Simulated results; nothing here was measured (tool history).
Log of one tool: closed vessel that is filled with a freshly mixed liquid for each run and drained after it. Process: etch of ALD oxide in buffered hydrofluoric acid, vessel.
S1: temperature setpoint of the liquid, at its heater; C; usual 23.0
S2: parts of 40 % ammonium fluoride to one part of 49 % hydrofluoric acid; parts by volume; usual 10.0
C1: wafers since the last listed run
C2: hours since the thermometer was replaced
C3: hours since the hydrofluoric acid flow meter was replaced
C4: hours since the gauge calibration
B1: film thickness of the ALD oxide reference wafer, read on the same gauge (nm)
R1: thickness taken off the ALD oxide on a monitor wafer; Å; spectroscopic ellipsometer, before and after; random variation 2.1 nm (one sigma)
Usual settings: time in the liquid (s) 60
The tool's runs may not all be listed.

{"run": 1, "hour": 0.0, "S1": 23.0, "S2": 10.0, "time in the liquid (s)": 80, "C1": 0, "C2": 263.2, "C3": 964.3, "C4": 216.2, "B1": 79.99, "R1": 2888.5}
{"run": 2, "hour": 22.7, "S1": 23.0, "S2": 10.0, "time in the liquid (s)": 60, "C1": 1671, "C2": 285.9, "C3": 987.0, "C4": 238.9, "B1": 79.98, "R1": 2128.5}
{"run": 3, "hour": 36.7, "S1": 23.0, "S2": 9.0, "time in the liquid (s)": 60, "C1": 1030, "C2": 299.9, "C3": 1001.0, "C4": 252.9, "B1": 80.03, "R1": 2392.8}
{"run": 4, "hour": 56.9, "S1": 23.0, "S2": 9.0, "time in the liquid (s)": 60, "C1": 1487, "C2": 320.1, "C3": 1021.2, "C4": 273.1, "B1": 79.95, "R1": 2426.6}
{"run": 5, "hour": 79.9, "S1": 23.0, "S2": 9.0, "time in the liquid (s)": 60, "C1": 1693, "C2": 343.1, "C3": 1044.2, "C4": 296.1, "B1": 79.95, "R1": 2428.6}
{"run": 6, "hour": 111.8, "S1": 23.0, "S2": 10.0, "time in the liquid (s)": 60, "C1": 2348, "C2": 375.0, "C3": 1076.1, "C4": 328.0, "B1": 79.99, "R1": 2184.5}
{"hour": 124.0, "done": "gauge calibrated"}
{"run": 7, "hour": 141.3, "S1": 23.0, "S2": 10.0, "time in the liquid (s)": 60, "C1": 2172, "C2": 404.5, "C3": 1105.6, "C4": 17.3, "B1": 80.04, "R1": 2199.3}
{"run": 8, "hour": 158.8, "S1": 23.0, "S2": 10.0, "time in the liquid (s)": 35, "C1": 1288, "C2": 422.0, "C3": 1123.1, "C4": 34.8, "B1": 80.03, "R1": 1270.0}
{"run": 9, "hour": 185.2, "S1": 23.0, "S2": 10.0, "time in the liquid (s)": 35, "C1": 1943, "C2": 448.4, "C3": 1149.5, "C4": 61.2, "B1": 79.98, "R1": 1284.7}
{"hour": 196.4, "done": "thermometer replaced"}
{"run": 10, "hour": 202.3, "S1": 23.0, "S2": 10.0, "time in the liquid (s)": 35, "C1": 1185, "C2": 5.9, "C3": 1166.6, "C4": 78.3, "B1": 79.99, "R1": 1184.1}
{"run": 11, "hour": 222.6, "S1": 23.0, "S2": 7.0, "time in the liquid (s)": 60, "C1": 1494, "C2": 26.2, "C3": 1186.9, "C4": 98.6, "B1": 79.96, "R1": 2829.6}
{"run": 12, "hour": 246.3, "S1": 23.0, "S2": 10.0, "time in the liquid (s)": 60, "C1": 1744, "C2": 49.9, "C3": 1210.6, "C4": 122.3, "B1": 80.0, "R1": 2066.9}
{"run": 13, "hour": 272.1, "S1": 27.0, "S2": 8.5, "time in the liquid (s)": 60, "C1": 1899, "C2": 75.7, "C3": 1236.4, "C4": 148.1, "B1": 80.01, "R1": 2933.1}
{"run": 14, "hour": 293.8, "S1": 23.0, "S2": 7.0, "time in the liquid (s)": 75, "C1": 1597, "C2": 97.4, "C3": 1258.1, "C4": 169.8, "B1": 79.98, "R1": 3593.7}
{"run": 15, "hour": 324.3, "S1": 20.5, "S2": 7.5, "time in the liquid (s)": 50, "C1": 2245, "C2": 127.9, "C3": 1288.6, "C4": 200.3, "B1": 80.02, "R1": 1941.2}
{"run": 16, "hour": 353.7, "S1": 19.0, "S2": 12.0, "time in the liquid (s)": 60, "C1": 2164, "C2": 157.3, "C3": 1318.0, "C4": 229.7, "B1": 79.99, "R1": 1385.5}
{"run": 17, "hour": 377.0, "S1": 23.0, "S2": 10.0, "time in the liquid (s)": 60, "C1": 1715, "C2": 180.6, "C3": 1341.3, "C4": 253.0, "B1": 80.04, "R1": 2087.2}
{"run": 18, "hour": 391.7, "S1": 18.5, "S2": 10.0, "time in the liquid (s)": 60, "C1": 1082, "C2": 195.3, "C3": 1356.0, "C4": 267.7, "B1": 80.02, "R1": 1602.3}
{"run": 19, "hour": 425.0, "S1": 23.0, "S2": 10.0, "time in the liquid (s)": 40, "C1": 2451, "C2": 228.6, "C3": 1389.3, "C4": 301.0, "B1": 80.0, "R1": 1409.7}
{"hour": 436.0, "done": "gauge calibrated"}
{"run": 20, "hour": 438.4, "S1": 20.5, "S2": 7.5, "time in the liquid (s)": 50, "C1": 986, "C2": 242.0, "C3": 1402.7, "C4": 2.4, "B1": 79.99, "R1": 1969.0}
{"run": 21, "hour": 460.2, "S1": 26.0, "S2": 11.5, "time in the liquid (s)": 60, "C1": 1605, "C2": 263.8, "C3": 1424.5, "C4": 24.2, "B1": 79.97, "R1": 2148.5}
{"run": 22, "hour": 477.9, "S1": 23.0, "S2": 10.0, "time in the liquid (s)": 60, "C1": 1303, "C2": 281.5, "C3": 1442.2, "C4": 41.9, "B1": 79.99, "R1": 2078.9}
{"hour": 480.8, "done": "hydrofluoric acid flow meter replaced"}
{"run": 23, "hour": 541.3, "S1": 28.0, "S2": 8.5, "time in the liquid (s)": 80, "C1": 4594, "C2": 344.9, "C3": 60.5, "C4": 105.3, "B1": 80.03, "R1": 4796.0}
{"run": 24, "hour": 611.7, "S1": 27.5, "S2": 9.0, "time in the liquid (s)": 40, "C1": 5183, "C2": 415.3, "C3": 130.9, "C4": 175.7, "B1": 80.01, "R1": 2261.5}
{"run": 25, "hour": 644.8, "S1": 24.5, "S2": 13.5, "time in the liquid (s)": 30, "C1": 2437, "C2": 448.4, "C3": 164.0, "C4": 208.8, "B1": 80.0, "R1": 1003.9}

Forecast each of these 3 alternatives for the next run:
{"run": "A", "hour": 645.5, "S1": 23.0, "S2": 10.0, "time in the liquid (s)": 60, "C1": 51, "C2": 449.1, "C3": 164.7, "C4": 209.5, "B1": "?", "R1": "?"}
{"run": "B", "hour": 645.5, "S1": 23.0, "S2": 13.5, "time in the liquid (s)": 45, "C1": 51, "C2": 449.1, "C3": 164.7, "C4": 209.5, "B1": "?", "R1": "?"}
{"run": "C", "hour": 645.5, "S1": 23.0, "S2": 8.0, "time in the liquid (s)": 60, "C1": 51, "C2": 449.1, "C3": 164.7, "C4": 209.5, "B1": "?", "R1": "?"}

run=A B1=79.98 R1=2502.2
run=B B1=79.98 R1=1399.9
run=C B1=79.98 R1=3031.6
Without the tool's hidden state the same runs would have given:
run=A R1=2295.4
run=B R1=1284.2
run=C R1=2787.0
